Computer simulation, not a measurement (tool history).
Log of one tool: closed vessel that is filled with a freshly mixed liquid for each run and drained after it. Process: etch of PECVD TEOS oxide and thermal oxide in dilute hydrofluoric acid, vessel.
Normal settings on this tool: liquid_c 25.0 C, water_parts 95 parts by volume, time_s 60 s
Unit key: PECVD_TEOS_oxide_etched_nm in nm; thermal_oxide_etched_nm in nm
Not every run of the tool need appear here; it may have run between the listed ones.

run    hour  liquid_c  water_parts  time_s  read-back film thickness of the PECVD TEOS oxide reference wafer, read on the same gauge (nm)  read-back film thickness of the thermal oxide reference wafer, read on the same gauge (nm)  PECVD_TEOS_oxide_etched_nm  thermal_oxide_etched_nm
  1     0.0      25.0           95      60                                                                                          69.83                                                                                     149.701                        6.83                    2.873
  2    96.9      23.0           60      60                                                                                          69.66                                                                                     149.276                       10.23                    4.442
      109.3  -- thermometer replaced
      131.9  -- hydrofluoric acid flow meter replaced
  3   242.6      23.0           60      60                                                                                          69.38                                                                                     148.616                       10.25                    4.380
  4   309.5      23.0           60      60                                                                                          69.23                                                                                     148.358                       10.22                    4.382
  5   414.5      22.0           95      60                                                                                          69.02                                                                                     147.910                        5.85                    2.554
  6   461.6      22.0           95      60                                                                                          68.91                                                                                     147.695                        5.85                    2.535
  7   536.5      25.0           95      60                                                                                          68.70                                                                                     147.363                        6.56                    2.840
  8   610.1      25.0           95      60                                                                                          68.62                                                                                     147.054                        6.60                    2.835
  9   685.9      25.0           95      60                                                                                          68.46                                                                                     146.710                        6.54                    2.840
 10   728.4      25.0           95      60                                                                                          68.37                                                                                     146.487                        6.55                    2.825
 11  1049.2      25.0           95      60                                                                                          67.74                                                                                     145.101                        6.45                    2.764
     1064.9  -- hydrofluoric acid flow meter replaced
 12  1107.3      25.0           95      60                                                                                          67.61                                                                                     144.864                        6.49                    2.782
 13  1172.6      25.0          140      60                                                                                          67.44                                                                                     144.551                        4.18                    1.814
 14  1246.2      25.0           65      60                                                                                          67.31                                                                                     144.247                        9.82                    4.221
 15  1322.6      26.5          140      30                                                                                          67.13                                                                                     143.894                        2.20                    0.954
     1344.0  -- thermometer replaced
     1385.8  -- gauge calibrated
 16  1423.2      23.5          135      45                                                                                          70.00                                                                                     150.005                        3.21                    1.361
 17  1483.2      25.0           95      60                                                                                          69.86                                                                                     149.696                        6.61                    2.891
 18  1564.4      25.0           95      90                                                                                          69.70                                                                                     149.378                       10.01                    4.284
 19  1611.9      25.0          110      60                                                                                          69.59                                                                                     149.186                        5.60                    2.444
 20  1691.6      25.0           95      60                                                                                          69.46                                                                                     148.819                        6.82                    2.887
 21  1791.0      25.0           95      60                                                                                          69.23                                                                                     148.394                        6.71                    2.835
 22  1891.8      22.5           95      75                                                                                          69.04                                                                                     147.925                        7.40                    3.229
 23  1972.5      23.5           95      30                                                                                          68.86                                                                                     147.590                        3.06                    1.337
 24  2069.1      22.0           95      60                                                                                          68.67                                                                                     147.140                        5.76                    2.535
 25  2146.8      25.0           95      60                                                                                          68.52                                                                                     146.832                        6.60                    2.848
     2211.6  -- hydrofluoric acid flow meter replaced
 26  2240.5      25.0           95      60                                                                                          68.35                                                                                     146.385                        6.52                    2.835

Branching from run 26: 4 alternative next runs. What would each branch give?
  A  2241.2      25.0           95      60                                                                                              ?                                                                                           ?                           ?                        ?
  B  2241.2      20.5           95      45                                                                                              ?                                                                                           ?                           ?                        ?
  C  2241.2      25.0           45      70                                                                                              ?                                                                                           ?                           ?                        ?
  D  2241.2      23.0          130      70                                                                                              ?                                                                                           ?                           ?                        ?

run  read-back film thickness of the PECVD TEOS oxide reference wafer, read on the same gauge (nm)  read-back film thickness of the thermal oxide reference wafer, read on the same gauge (nm)  PECVD_TEOS_oxide_etched_nm  thermal_oxide_etched_nm
  A                                                                                          68.34                                                                                     146.407                        6.58                    2.803
  B                                                                                          68.34                                                                                     146.407                        4.12                    1.754
  C                                                                                          68.34                                                                                     146.407                       17.30                    7.374
  D                                                                                          68.34                                                                                     146.407                        4.97                    2.118
Without the tool's hidden state the same runs would have given:
run  PECVD_TEOS_oxide_etched_nm  thermal_oxide_etched_nm
  A                        6.74                    2.872
  B                        4.22                    1.797
  C                       17.73                    7.555
  D                        5.09                    2.170

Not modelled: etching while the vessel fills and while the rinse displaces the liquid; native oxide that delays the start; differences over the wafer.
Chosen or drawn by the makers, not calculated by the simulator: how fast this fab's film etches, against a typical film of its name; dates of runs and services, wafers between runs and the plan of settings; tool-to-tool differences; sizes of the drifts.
